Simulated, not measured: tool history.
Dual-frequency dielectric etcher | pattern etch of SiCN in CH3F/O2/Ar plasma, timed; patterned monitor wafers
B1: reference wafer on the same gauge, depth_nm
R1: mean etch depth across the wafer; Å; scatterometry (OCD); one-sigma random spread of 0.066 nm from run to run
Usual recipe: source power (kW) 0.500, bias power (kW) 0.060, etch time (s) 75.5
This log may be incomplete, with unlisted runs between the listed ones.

Run 1, hour 0.0: usual settings; B1 25.69. Result: R1 273.5 Å.
Run 2, hour 44.8: usual settings; B1 25.70. Result: R1 273.9 Å.
Run 3, hour 109.0: usual settings; B1 25.69. Result: R1 274.6 Å.
Run 4, hour 194.0: usual settings; B1 25.68. Result: R1 273.9 Å.
At hour 224.8: wet clean of the chamber.
Run 5, hour 444.8: usual settings; B1 25.70. Result: R1 273.4 Å.
Run 6, hour 494.8: usual settings; B1 25.69. Result: R1 273.8 Å.
At hour 590.0: bias power generator calibrated.
At hour 618.5: wet clean of the chamber.
Run 7, hour 619.0: usual settings; B1 25.70. Result: R1 274.6 Å.
Run 8, hour 703.3: usual settings; B1 25.72. Result: R1 273.5 Å.
At hour 794.8: gauge calibrated.
At hour 995.8: source power generator calibrated.
At hour 1012.6: wet clean of the chamber.
Run 9, hour 1024.8: usual settings; B1 25.72. Result: R1 274.8 Å.
Run 10, hour 1103.1: usual settings but bias power (kW) 0.071; B1 25.70. Result: R1 291.5 Å.
At hour 1131.9: upper electrode replaced.
Run 11, hour 1186.1: usual settings but source power (kW) 0.600, bias power (kW) 0.066; B1 25.71. Result: R1 315.2 Å.
Run 12, hour 1256.6: usual settings but bias power (kW) 0.071, etch time (s) 58.0; B1 25.70. Result: R1 225.6 Å.
Run 13, hour 1344.5: usual settings but source power (kW) 0.420, bias power (kW) 0.049, etch time (s) 92.5; B1 25.70. Result: R1 277.9 Å.
Run 14, hour 1409.9: usual settings but source power (kW) 0.610, bias power (kW) 0.074, etch time (s) 90.0; B1 25.69. Result: R1 396.4 Å.
At hour 1455.3: wet clean of the chamber.
Run 15, hour 1456.9: usual settings but etch time (s) 53.5; B1 25.69. Result: R1 193.6 Å.
Run 16, hour 1499.1: usual settings; B1 25.71. Result: R1 275.4 Å.

3 options for the next run, each taken on its own from the tool as it stands now. Forecast them:
Run A, hour 1499.5: usual settings; B1 ?. Result: R1 ?.
Run B, hour 1499.5: usual settings but source power (kW) 0.400, bias power (kW) 0.075, etch time (s) 81.5; B1 ?. Result: R1 ?.
Run C, hour 1499.5: usual settings but bias power (kW) 0.073; B1 ?. Result: R1 ?.

run     B1     R1
  A  25.70  274.7
  B  25.70  280.0
  C  25.70  295.6
Had the tool no hidden state, the same runs would have come out as:
run     R1
  A  274.7
  B  280.0
  C  295.6
